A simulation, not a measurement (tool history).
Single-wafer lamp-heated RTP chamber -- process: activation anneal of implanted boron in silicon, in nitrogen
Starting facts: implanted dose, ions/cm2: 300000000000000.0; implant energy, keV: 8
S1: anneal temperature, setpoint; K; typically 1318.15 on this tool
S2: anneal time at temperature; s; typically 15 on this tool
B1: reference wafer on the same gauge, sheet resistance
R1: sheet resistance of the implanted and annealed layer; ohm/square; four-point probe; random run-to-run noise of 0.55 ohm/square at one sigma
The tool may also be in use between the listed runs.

Run 1, hour 0.0: usual settings; B1 303.42. Result: R1 375.11 ohm/square.
At hour 52.0: reflector plate cleaned.
Run 2, hour 59.7: usual settings; B1 303.42. Result: R1 373.78 ohm/square.
Run 3, hour 155.3: usual settings; B1 303.60. Result: R1 373.16 ohm/square.
Run 4, hour 223.4: usual settings; B1 303.66. Result: R1 374.62 ohm/square.
Run 5, hour 263.3: usual settings but S2 19 s; B1 303.56. Result: R1 372.99 ohm/square.
At hour 276.9: pyrometer window cleaned and pyrometer calibrated.
Run 6, hour 323.3: usual settings but S2 19 s; B1 303.69. Result: R1 372.42 ohm/square.
Run 7, hour 383.7: usual settings; B1 303.77. Result: R1 373.98 ohm/square.
Run 8, hour 470.0: usual settings; B1 303.64. Result: R1 373.40 ohm/square.
At hour 484.0: reflector plate cleaned.
At hour 549.9: pyrometer window cleaned and pyrometer calibrated.
Run 9, hour 550.4: usual settings; B1 303.73. Result: R1 374.56 ohm/square.
At hour 588.0: gauge calibrated.
Run 10, hour 597.1: usual settings; B1 299.45. Result: R1 369.22 ohm/square.
Run 11, hour 675.1: usual settings; B1 300.04. Result: R1 369.91 ohm/square.
Run 12, hour 716.6: usual settings but S1 1341.15 K, S2 11 s; B1 300.27. Result: R1 369.68 ohm/square.
Run 13, hour 756.5: usual settings but S2 23 s; B1 300.46. Result: R1 367.08 ohm/square.
Run 14, hour 800.3: usual settings but S1 1337.15 K, S2 11 s; B1 300.73. Result: R1 370.46 ohm/square.
At hour 870.4: pyrometer window cleaned and pyrometer calibrated.
At hour 874.7: reflector plate cleaned.
Run 15, hour 889.3: usual settings; B1 301.18. Result: R1 371.35 ohm/square.
Run 16, hour 969.0: usual settings; B1 301.43. Result: R1 371.14 ohm/square.
Run 17, hour 1057.6: usual settings; B1 301.86. Result: R1 371.42 ohm/square.
Run 18, hour 1124.3: usual settings but S1 1296.15 K, S2 23 s; B1 302.11. Result: R1 372.72 ohm/square.
At hour 1135.7: pyrometer window cleaned and pyrometer calibrated.
Run 19, hour 1205.2: usual settings but S1 1332.15 K, S2 22 s; B1 302.35. Result: R1 369.00 ohm/square.
Run 20, hour 1278.7: usual settings but S1 1330.15 K, S2 8 s; B1 302.34. Result: R1 374.88 ohm/square.
At hour 1332.7: reflector plate cleaned.
Run 21, hour 1333.2: usual settings but S1 1332.15 K, S2 22 s; B1 302.52. Result: R1 369.92 ohm/square.
Run 22, hour 1373.6: usual settings but S1 1348.15 K; B1 302.57. Result: R1 369.58 ohm/square.
At hour 1441.3: pyrometer window cleaned and pyrometer calibrated.
Run 23, hour 1459.1: usual settings; B1 302.75. Result: R1 372.96 ohm/square.

Here are 4 independent what-if runs from the current tool condition. What would each one return?
Run A, hour 1459.5: usual settings; B1 ?. Result: R1 ?.
Run B, hour 1459.5: usual settings but S1 1337.15 K, S2 21 s; B1 ?. Result: R1 ?.
Run C, hour 1459.5: usual settings but S1 1300.15 K, S2 12 s; B1 ?. Result: R1 ?.
Run D, hour 1459.5: usual settings but S1 1305.15 K, S2 11 s; B1 ?. Result: R1 ?.

run      B1      R1
  A  302.80  373.40
  B  302.80  369.72
  C  302.80  375.64
  D  302.80  375.51
What these runs would have given with no unlogged condition in the tool:
run      R1
  A  369.96
  B  366.31
  C  372.18
  D  372.05

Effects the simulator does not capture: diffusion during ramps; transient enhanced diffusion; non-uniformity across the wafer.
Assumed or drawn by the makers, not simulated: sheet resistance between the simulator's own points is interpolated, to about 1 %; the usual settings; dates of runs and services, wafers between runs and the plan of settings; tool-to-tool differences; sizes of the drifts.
